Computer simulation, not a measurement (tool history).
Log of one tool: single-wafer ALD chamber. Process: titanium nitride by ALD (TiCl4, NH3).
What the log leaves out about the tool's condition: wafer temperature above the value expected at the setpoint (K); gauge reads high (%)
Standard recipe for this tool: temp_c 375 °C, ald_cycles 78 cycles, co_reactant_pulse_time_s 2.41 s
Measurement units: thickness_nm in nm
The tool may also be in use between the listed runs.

run,hour,temp_c,ald_cycles,co_reactant_pulse_time_s,wafers since the last listed run,hours since the last thermocouple change,hours since the showerhead was replaced,hours since the gauge calibration,"read-back reference wafer on the same gauge, thickness_nm",thickness_nm
1,0,375,78,2.41,0,1425.3,5837,265,1.619,1.864
2,6.2,375,78,2.41,15,1431.5,5843.2,271.2,1.621,1.866
3,14.6,375,78,2.41,21,1439.9,5851.6,279.6,1.62,1.867
4,27.4,375,78,2.41,32,1452.7,5864.4,292.4,1.619,1.875
5,37.8,375,78,2.41,26,1463.1,5874.8,302.8,1.62,1.868
6,54.2,375,78,2.41,41,1479.5,5891.2,319.2,1.619,1.865
7,63.3,375,82,2.41,23,1488.6,5900.3,328.3,1.615,1.964
8,97.8,375,82,2.41,87,1523.1,5934.8,362.8,1.613,1.955
9,106.7,369,78,2.41,22,1532,5943.7,371.7,1.612,1.851
10,113.7,369,78,2.41,17,1539,5950.7,378.7,1.612,1.842
11,121.3,375,78,2.41,19,1546.6,5958.3,386.3,1.61,1.858
12,132.6,375,66,2.41,28,1557.9,5969.6,397.6,1.61,1.568
13,149,375,85,1.78,41,1574.3,5986,414,1.609,1.987
14,161.2,375,85,1.78,31,1586.5,5998.2,426.2,1.607,1.987
15,168.7,375,85,1.78,19,1594,6005.7,433.7,1.607,1.988
16,180.8,375,78,2.41,30,1606.1,6017.8,445.8,1.605,1.847
# hour 182.7: gauge calibrated
17,193.1,390,86,1.49,31,1618.4,6030.1,10.4,1.632,2.058
18,209.2,375,78,2.41,40,1634.5,6046.2,26.5,1.632,1.878
19,216.2,375,91,2.41,17,1641.5,6053.2,33.5,1.631,2.205
20,233.2,375,78,2.41,43,1658.5,6070.2,50.5,1.63,1.878
21,243.5,367,78,2.41,26,1668.8,6080.5,60.8,1.631,1.863
22,258.9,388,86,2.41,39,1684.2,6095.9,76.2,1.63,2.089
# hour 272.2: showerhead replaced
# hour 274: thermocouple changed; heater temperature recalibrated
23,274.5,375,78,2.41,14,0.5,2.3,91.8,1.63,1.878
24,281.5,386,64,2.85,17,7.5,9.3,98.8,1.631,1.563
25,292.3,375,78,2.41,27,18.3,20.1,109.6,1.627,1.873
26,307.1,386,78,3.26,37,33.1,34.9,124.4,1.629,1.917
27,319.2,381,91,3.2,30,45.2,47,136.5,1.628,2.219
28,328.5,375,78,2.41,23,54.5,56.3,145.8,1.63,1.884
29,339.7,375,78,2.41,28,65.7,67.5,157,1.629,1.875
30,349.5,382,64,3.37,24,75.5,77.3,166.8,1.628,1.565
31,360.3,381,74,1.6,27,86.3,88.1,177.6,1.627,1.751
32,373.7,375,86,2.41,34,99.7,101.5,191,1.626,2.072
33,389.9,387,65,2.98,41,115.9,117.7,207.2,1.626,1.585
34,404.4,375,78,2.41,36,130.4,132.2,221.7,1.625,1.874
35,420.3,363,78,3.27,40,146.3,148.1,237.6,1.623,1.872
36,426.6,375,87,2.41,16,152.6,154.4,243.9,1.623,2.089
37,442.9,375,94,2.41,41,168.9,170.7,260.2,1.623,2.257
38,458,369,72,2.7,38,184,185.8,275.3,1.622,1.721
39,473.2,368,90,1.74,38,199.2,201,290.5,1.62,2.103

State the hidden condition of the tool at each of the runs:
wafer temperature above the value expected at the setpoint (K): 0 at every run
H1: gauge reads high (%)
run,H1
1,-0.537
2,-0.563
3,-0.6
4,-0.657
5,-0.705
6,-0.785
7,-0.832
8,-1.02
9,-1.07
10,-1.11
11,-1.16
12,-1.23
13,-1.33
14,-1.41
15,-1.46
16,-1.54
17,0.0834
18,0.0788
19,0.0755
20,0.0643
21,0.0553
22,0.0387
23,0.0181
24,0.00768
25,-0.00998
26,-0.0371
27,-0.0619
28,-0.0825
29,-0.109
30,-0.134
31,-0.163
32,-0.202
33,-0.252
34,-0.301
35,-0.359
36,-0.382
37,-0.447
38,-0.51
39,-0.578

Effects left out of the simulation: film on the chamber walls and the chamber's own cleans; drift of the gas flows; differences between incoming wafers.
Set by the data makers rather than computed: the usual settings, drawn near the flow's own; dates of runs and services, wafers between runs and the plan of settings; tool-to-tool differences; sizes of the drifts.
